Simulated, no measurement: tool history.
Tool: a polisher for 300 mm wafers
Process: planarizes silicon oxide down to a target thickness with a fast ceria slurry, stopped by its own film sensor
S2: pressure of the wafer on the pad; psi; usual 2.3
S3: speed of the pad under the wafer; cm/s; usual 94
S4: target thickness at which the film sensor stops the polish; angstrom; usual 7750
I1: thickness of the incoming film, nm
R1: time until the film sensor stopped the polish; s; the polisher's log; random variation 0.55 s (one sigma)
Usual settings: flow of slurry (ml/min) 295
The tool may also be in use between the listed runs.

run 1 hour=0.0 | flow_of_slurry_(ml/min)=295 S2=2.3 S3=94 S4=7750 | I1=1582.9 | R1=66.1
run 2 hour=76.5 | flow_of_slurry_(ml/min)=295 S2=2.3 S3=94 S4=7750 | I1=1619.5 | R1=68.9
run 3 hour=102.5 | flow_of_slurry_(ml/min)=295 S2=2.3 S3=94 S4=7750 | I1=1610.3 | R1=68.6
run 4 hour=134.3 | flow_of_slurry_(ml/min)=295 S2=2.3 S3=94 S4=7750 | I1=1616.0 | R1=70.1
run 5 hour=148.7 | flow_of_slurry_(ml/min)=295 S2=2.3 S3=94 S4=7750 | I1=1633.5 | R1=70.1
run 6 hour=185.9 | flow_of_slurry_(ml/min)=295 S2=2.9 S3=94 S4=7750 | I1=1580.3 | R1=53.0
run 7 hour=203.9 | flow_of_slurry_(ml/min)=295 S2=2.9 S3=94 S4=7750 | I1=1596.2 | R1=54.3
run 8 hour=220.4 | flow_of_slurry_(ml/min)=295 S2=2.3 S3=104 S4=7750 | I1=1616.0 | R1=58.1
run 9 hour=233.6 | flow_of_slurry_(ml/min)=295 S2=2.3 S3=94 S4=7750 | I1=1585.8 | R1=63.0
run 10 hour=267.2 | flow_of_slurry_(ml/min)=295 S2=2.3 S3=94 S4=7750 | I1=1605.7 | R1=63.5
run 11 hour=283.9 | flow_of_slurry_(ml/min)=370 S2=2.3 S3=94 S4=7750 | I1=1628.6 | R1=64.6
run 12 hour=307.6 | flow_of_slurry_(ml/min)=295 S2=2.3 S3=84 S4=7750 | I1=1614.9 | R1=72.8
run 13 hour=331.5 | flow_of_slurry_(ml/min)=295 S2=2.3 S3=94 S4=7750 | I1=1628.5 | R1=67.0
run 14 hour=362.8 | flow_of_slurry_(ml/min)=295 S2=2.3 S3=94 S4=7750 | I1=1606.5 | R1=65.3
run 15 hour=393.3 | flow_of_slurry_(ml/min)=295 S2=2.7 S3=112 S4=9860 | I1=1595.2 | R1=34.0
run 16 hour=417.7 | flow_of_slurry_(ml/min)=295 S2=2.3 S3=94 S4=9350 | I1=1607.5 | R1=52.5
run 17 hour=450.8 | flow_of_slurry_(ml/min)=295 S2=2.3 S3=118 S4=7750 | I1=1625.8 | R1=53.5
run 18 hour=478.0 | flow_of_slurry_(ml/min)=195 S2=2.7 S3=80 S4=7750 | I1=1594.6 | R1=69.2
run 19 hour=511.2 | flow_of_slurry_(ml/min)=295 S2=2.3 S3=64 S4=7750 | I1=1626.2 | R1=98.1
run 20 hour=535.0 | flow_of_slurry_(ml/min)=200 S2=2.6 S3=94 S4=6210 | I1=1608.9 | R1=75.2
run 21 hour=609.7 | flow_of_slurry_(ml/min)=295 S2=2.3 S3=94 S4=10630 | I1=1611.9 | R1=43.5

Taken out of this log: 7 entries between the listed runs. Where each belongs, and how the hidden state differs across it:
Between runs 1 and 2: worn pad replaced by a new one (hour 76.0)
  slurry flow missing at the pad, %: 33.4 -> 37.8
  measured less the result without the state, R1: +3.4 -> +4.3 s
Between runs 5 and 6: worn pad replaced by a new one (hour 185.4)
  slurry flow missing at the pad, %: 42 -> 44.2
  measured less the result without the state, R1: +5.2 -> +4.3 s
Between runs 7 and 8: slurry nozzle cleaned (hour 219.9)
  slurry flow missing at the pad, %: 45.2 -> 8.2
  measured less the result without the state, R1: +4.6 -> +0.5 s
Between runs 11 and 12: worn pad replaced by a new one (hour 302.0)
  slurry flow missing at the pad, %: 11.9 -> 13.2
  measured less the result without the state, R1: +0.7 -> +1.1 s
Between runs 12 and 13: head pressure recalibrated (hour 316.2)
  slurry flow missing at the pad, %: 13.2 -> 14.6
  measured less the result without the state, R1: +1.1 -> +1.1 s
Between runs 15 and 16: worn pad replaced by a new one (hour 405.8)
  slurry flow missing at the pad, %: 18.2 -> 19.6
  measured less the result without the state, R1: +0.7 -> +1.3 s
Between runs 19 and 20: worn pad replaced by a new one (hour 518.3)
  slurry flow missing at the pad, %: 25 -> 26.4
  measured less the result without the state, R1: +3.3 -> +4.1 s

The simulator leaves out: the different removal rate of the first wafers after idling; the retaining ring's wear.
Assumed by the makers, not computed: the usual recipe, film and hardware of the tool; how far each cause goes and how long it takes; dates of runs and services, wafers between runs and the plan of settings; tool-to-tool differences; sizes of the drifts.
